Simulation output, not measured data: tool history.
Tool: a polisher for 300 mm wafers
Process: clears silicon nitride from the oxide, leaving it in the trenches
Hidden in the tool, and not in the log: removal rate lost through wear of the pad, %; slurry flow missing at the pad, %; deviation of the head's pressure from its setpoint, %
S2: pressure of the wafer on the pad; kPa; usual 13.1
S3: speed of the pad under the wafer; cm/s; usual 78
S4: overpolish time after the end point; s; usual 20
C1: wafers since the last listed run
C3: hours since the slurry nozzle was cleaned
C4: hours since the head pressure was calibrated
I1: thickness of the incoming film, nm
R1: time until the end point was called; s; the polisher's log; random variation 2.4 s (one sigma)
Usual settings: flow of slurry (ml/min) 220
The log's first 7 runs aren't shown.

{"run": 8, "hour": 323.7, "flow of slurry (ml/min)": 220, "S2": 13.1, "S3": 78, "S4": 20, "C1": 247, "wafers polished on this pad": 3684, "C3": 176.2, "C4": 596.7, "I1": 65.8, "R1": 154.0}
{"hour": 366.7, "done": "worn pad replaced by a new one"}
{"run": 9, "hour": 389.9, "flow of slurry (ml/min)": 220, "S2": 13.1, "S3": 78, "S4": 20, "C1": 532, "wafers polished on this pad": 198, "C3": 242.4, "C4": 662.9, "I1": 64.8, "R1": 149.3}
{"run": 10, "hour": 417.0, "flow of slurry (ml/min)": 220, "S2": 13.1, "S3": 78, "S4": 20, "C1": 232, "wafers polished on this pad": 430, "C3": 269.5, "C4": 690.0, "I1": 64.4, "R1": 147.9}
{"run": 11, "hour": 478.9, "flow of slurry (ml/min)": 220, "S2": 13.1, "S3": 72, "S4": 20, "C1": 529, "wafers polished on this pad": 960, "C3": 331.4, "C4": 751.9, "I1": 64.6, "R1": 157.6}
{"run": 12, "hour": 503.4, "flow of slurry (ml/min)": 220, "S2": 13.1, "S3": 72, "S4": 20, "C1": 209, "wafers polished on this pad": 1170, "C3": 355.9, "C4": 776.4, "I1": 65.8, "R1": 169.1}
{"run": 13, "hour": 559.7, "flow of slurry (ml/min)": 220, "S2": 10.3, "S3": 78, "S4": 20, "C1": 482, "wafers polished on this pad": 1652, "C3": 412.2, "C4": 832.7, "I1": 65.4, "R1": 190.6}
{"hour": 605.4, "done": "head pressure recalibrated"}
{"run": 14, "hour": 605.9, "flow of slurry (ml/min)": 285, "S2": 9.0, "S3": 56, "S4": 26, "C1": 378, "wafers polished on this pad": 2030, "C3": 458.4, "C4": 0.5, "I1": 64.6, "R1": 333.4}
{"hour": 645.4, "done": "slurry nozzle cleaned"}
{"run": 15, "hour": 649.2, "flow of slurry (ml/min)": 290, "S2": 9.0, "S3": 78, "S4": 20, "C1": 362, "wafers polished on this pad": 2392, "C3": 3.8, "C4": 43.8, "I1": 64.2, "R1": 236.4}
{"run": 16, "hour": 709.4, "flow of slurry (ml/min)": 220, "S2": 14.5, "S3": 68, "S4": 20, "C1": 515, "wafers polished on this pad": 2908, "C3": 64.0, "C4": 104.0, "I1": 65.9, "R1": 175.0}
{"run": 17, "hour": 772.3, "flow of slurry (ml/min)": 220, "S2": 17.2, "S3": 68, "S4": 20, "C1": 538, "wafers polished on this pad": 3446, "C3": 126.9, "C4": 166.9, "I1": 64.6, "R1": 140.2}
{"run": 18, "hour": 801.8, "flow of slurry (ml/min)": 220, "S2": 9.0, "S3": 52, "S4": 20, "C1": 252, "wafers polished on this pad": 3699, "C3": 156.4, "C4": 196.4, "I1": 63.9, "R1": 342.7}
{"hour": 856.4, "done": "worn pad replaced by a new one"}
{"run": 19, "hour": 856.9, "flow of slurry (ml/min)": 270, "S2": 13.1, "S3": 78, "S4": 20, "C1": 437, "wafers polished on this pad": 4, "C3": 211.5, "C4": 251.5, "I1": 64.9, "R1": 159.3}
{"run": 20, "hour": 925.3, "flow of slurry (ml/min)": 220, "S2": 17.9, "S3": 68, "S4": 20, "C1": 585, "wafers polished on this pad": 589, "C3": 279.9, "C4": 319.9, "I1": 65.5, "R1": 134.9}

Run 21 comes next. What will it give?
{"run": 21, "hour": 963.8, "flow of slurry (ml/min)": 260, "S2": 9.0, "S3": 58, "S4": 16, "C1": 329, "wafers polished on this pad": 919, "C3": 318.4, "C4": 358.4, "I1": 64.8, "R1": "?"}

R1: 309.4 s
Without the tool's hidden state the same run would have given R1 323.9 s.
